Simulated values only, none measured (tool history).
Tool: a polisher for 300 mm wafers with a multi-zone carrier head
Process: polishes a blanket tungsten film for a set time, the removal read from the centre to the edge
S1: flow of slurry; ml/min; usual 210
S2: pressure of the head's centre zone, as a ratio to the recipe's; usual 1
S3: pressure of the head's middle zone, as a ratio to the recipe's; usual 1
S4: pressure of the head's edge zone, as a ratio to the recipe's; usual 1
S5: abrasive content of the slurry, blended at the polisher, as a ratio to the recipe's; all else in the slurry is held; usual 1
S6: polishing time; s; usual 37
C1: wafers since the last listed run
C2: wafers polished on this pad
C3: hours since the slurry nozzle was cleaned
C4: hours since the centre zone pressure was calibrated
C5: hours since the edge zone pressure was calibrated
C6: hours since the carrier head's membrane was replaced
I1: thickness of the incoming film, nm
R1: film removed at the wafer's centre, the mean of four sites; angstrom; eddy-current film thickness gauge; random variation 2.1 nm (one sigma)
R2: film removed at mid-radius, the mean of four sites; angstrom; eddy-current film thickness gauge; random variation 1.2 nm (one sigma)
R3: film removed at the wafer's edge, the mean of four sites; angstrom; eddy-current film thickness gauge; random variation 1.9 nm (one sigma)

run	day	S1	S2	S3	S4	S5	S6	C1	C2	C3	C4	C5	C6	I1	R1	R2	R3
1	0	210	1	1	1	1.1	37	0	2672	385.3	38.9	457.2	618.1	1165.9	1546	1525	1572
# day 2.45: slurry nozzle cleaned
2	3.754	210	1	1	1	1.1	37	1019	3692	31.3	129	547.3	708.2	1190.3	1459	1470	1532
3	6.325	210	1	1	1	1	37	706	4398	93	190.7	609	769.9	1168.3	1382	1382	1459
# day 7.938: worn pad replaced by a new one
4	8.971	210	1	1	1	1	37	680	284	156.5	254.2	672.5	833.4	1146.9	1533	1582	1632
5	14.062	210	1	1	1	1	37	1398	1682	278.7	376.4	794.7	955.6	1145.3	1529	1550	1577
6	18.133	210	1	1	1	1	37	1118	2800	376.4	474.1	892.4	1053.3	1166.7	1523	1499	1539
7	19.667	210	1	1	1	1	37	421	3221	413.2	510.9	929.2	1090.1	1185.1	1497	1475	1526
# day 21.042: slurry nozzle cleaned
8	24.071	210	1	1	1	1	37	1198	4419	72.7	616.6	1034.9	1195.8	1169.5	1383	1365	1416
# day 24.896: worn pad replaced by a new one
9	26.967	210	1	1	1	1	37	749	568	142.2	686.1	1104.4	1265.3	1193.3	1567	1576	1652
# day 27.454: centre zone pressure recalibrated
10	29.854	210	1	1	1	1.05	37	770	1339	211.5	57.6	1173.7	1334.6	1170.5	1595	1573	1654
11	32.496	240	1.11	0.96	1	1	44	725	2064	274.9	121	1237.1	1398	1168.2	2061	1812	1955
12	36.996	210	1.11	1	1	1	37	1235	3300	382.9	229	1345.1	1506	1167.1	1646	1470	1522
# day 38.292: slurry nozzle cleaned
13	39.492	210	1	1	0.97	1	26	674	3974	28.8	288.9	1405	1565.9	1166.9	1005	1009	1027
# day 41.55: worn pad replaced by a new one, of another model than before
# day 45.85: edge zone pressure recalibrated
14	50.338	210	0.9	1	1.1	1.2	37	2910	2390	289.1	549.2	107.7	1826.2	1161.7	1449	1598	1681
15	52.171	185	0.95	0.91	1	1.1	37	503	2893	333.1	593.2	151.7	1870.2	1173.8	1381	1351	1531
# day 53.129: slurry nozzle cleaned
16	56.058	210	1.11	1	1	1	37	1056	3949	70.3	686.5	245	1963.5	1182.1	1587	1421	1442
# day 57.292: centre zone pressure recalibrated
# day 59.062: worn pad replaced by a new one
17	60.471	260	1	1.09	1.05	1	29	1143	387	176.2	76.3	350.9	2069.4	1181.9	1287	1382	1313
# day 62.279: carrier head's membrane replaced by a new one
# day 68.942: slurry nozzle cleaned
18	72.725	185	0.95	0.91	1	1.1	37	3296	3683	90.8	370.4	645	250.7	1156.6	1319	1306	1491
19	74.346	210	1	1	0.96	0.9	37	445	4129	129.7	409.3	683.9	289.6	1164.5	1385	1377	1395
# day 75.542: worn pad replaced by a new one
20	77.562	235	1	1	1	1	33	837	555	206.9	486.5	761.1	366.8	1174.5	1451	1444	1475
21	80.875	210	1	1	1	1	37	909	1464	286.4	566	840.6	446.3	1175.2	1541	1560	1593

4 ways to go on from here, each from the tool as it stands after run 21. What would each give?
A	80.892	210	1.05	1	1	1	37	4	1469	286.8	566.4	841	446.7	1176.4	?	?	?
B	80.892	210	1.09	1	1.09	1.3	37	4	1469	286.8	566.4	841	446.7	1176.4	?	?	?
C	80.892	265	1	0.89	1	0.85	37	4	1469	286.8	566.4	841	446.7	1176.4	?	?	?
D	80.892	245	1	1	1	0.75	37	4	1469	286.8	566.4	841	446.7	1176.4	?	?	?

run	R1	R2	R3
A	1600	1553	1580
B	1763	1647	1719
C	1546	1424	1581
D	1485	1509	1522
Without the tool's hidden state the same runs would have given:
run	R1	R2	R3
A	1636	1588	1615
B	1802	1684	1757
C	1580	1456	1616
D	1519	1543	1556
